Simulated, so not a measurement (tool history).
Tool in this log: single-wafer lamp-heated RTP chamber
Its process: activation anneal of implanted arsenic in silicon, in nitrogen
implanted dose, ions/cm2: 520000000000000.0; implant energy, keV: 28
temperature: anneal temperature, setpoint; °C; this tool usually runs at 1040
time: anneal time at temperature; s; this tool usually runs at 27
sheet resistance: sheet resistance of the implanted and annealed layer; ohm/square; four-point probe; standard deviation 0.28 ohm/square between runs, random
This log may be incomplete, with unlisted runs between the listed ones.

run   hour  temperature  time  read-back reference wafer on the same gauge, sheet resistance  sheet resistance
  1    0.0         1040    27                                                         175.98            187.92
  2   10.1         1040    27                                                         175.97            188.13
      19.3  -- gauge calibrated
  3   25.2         1055    27                                                         175.98            185.83
  4   35.3         1055    27                                                         176.00            185.87
  5   50.1         1055    27                                                         175.98            186.73
  6   68.1         1040    27                                                         176.04            187.45
  7   81.2         1040    27                                                         175.98            187.52
      94.8  -- reflector plate cleaned
  8   97.2         1061    15                                                         176.02            188.75
  9  106.7         1057    43                                                         176.00            183.18
 10  114.8         1040    42                                                         176.05            185.09
     133.0  -- pyrometer window cleaned and pyrometer calibrated
     133.4  -- gauge calibrated
 11  133.5         1015    43                                                         176.02            188.30
 12  133.8         1040    38                                                         176.02            185.39
 13  150.9         1057    34                                                         176.01            183.65
 14  157.3         1062    27                                                         175.97            184.54
 15  168.3         1040    27                                                         175.97            187.75

Forecast each of these 4 alternatives for the next run:
  A  168.7         1066    27                                                              ?                 ?
  B  168.7         1026    33                                                              ?                 ?
  C  168.7         1059    20                                                              ?                 ?
  D  168.7         1029    35                                                              ?                 ?

run  read-back reference wafer on the same gauge, sheet resistance  sheet resistance
  A                                                         176.01            184.50
  B                                                         176.01            188.63
  C                                                         176.01            187.20
  D                                                         176.01            187.97
Without the tool's unlogged condition, the same runs would have read:
run  sheet resistance
  A            184.50
  B            188.63
  C            187.20
  D            187.97
